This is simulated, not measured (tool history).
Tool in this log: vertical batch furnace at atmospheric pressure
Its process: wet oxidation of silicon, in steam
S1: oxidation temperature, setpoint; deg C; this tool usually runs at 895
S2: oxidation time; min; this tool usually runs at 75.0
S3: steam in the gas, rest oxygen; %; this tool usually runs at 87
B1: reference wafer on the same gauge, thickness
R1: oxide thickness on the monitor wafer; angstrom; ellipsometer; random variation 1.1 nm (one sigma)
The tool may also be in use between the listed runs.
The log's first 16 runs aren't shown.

run	hour	S1	S2	S3	B1	R1
17	426.6	907	55.0	87	204.20	2145.9
18	438.8	882	75.0	82	204.06	1933.2
19	463.9	875	75.0	77	204.05	1656.2
20	488.0	917	86.0	93	204.00	3477.7
21	522.9	882	75.0	87	204.06	2024.7
22	553.4	918	106.5	91	203.78	4006.3
23	576.3	876	62.5	93	204.13	1688.3
24	594.6	895	75.0	90	203.94	2443.6
# hour 646.6: steam generator serviced
25	647.1	895	75.0	87	203.86	2388.5
26	655.3	895	55.0	87	203.82	1847.5
27	671.9	915	75.0	91	204.25	3062.0
28	690.1	914	61.5	91	203.97	2581.5
29	714.3	895	75.0	87	203.92	2386.2
30	730.0	895	75.0	87	204.43	2374.9
31	744.1	895	85.0	94	203.89	2782.5
32	759.8	877	75.0	87	203.87	1895.0
33	784.8	919	52.5	95	204.24	2472.3
34	801.9	895	75.0	87	203.86	2374.5
35	819.8	895	105.5	83	204.31	3023.1
36	897.8	895	46.5	87	203.93	1598.4
37	922.6	874	100.0	82	203.90	2208.3
38	944.0	895	75.0	78	203.79	2186.2
39	975.9	874	75.0	87	204.01	1813.6

Each row is a separate what-if for the run after 39, all from the same tool condition, not one after another. Results?
A	980.7	895	75.0	94	?	?
B	980.7	895	49.5	87	?	?
C	980.7	903	54.0	95	?	?

run	B1	R1
A	204.02	2507.0
B	204.02	1672.7
C	204.02	2133.4
Stripped of hidden state, with their random variation kept, the same runs would have yielded:
run	R1
A	2507.0
B	1672.7
C	2133.4
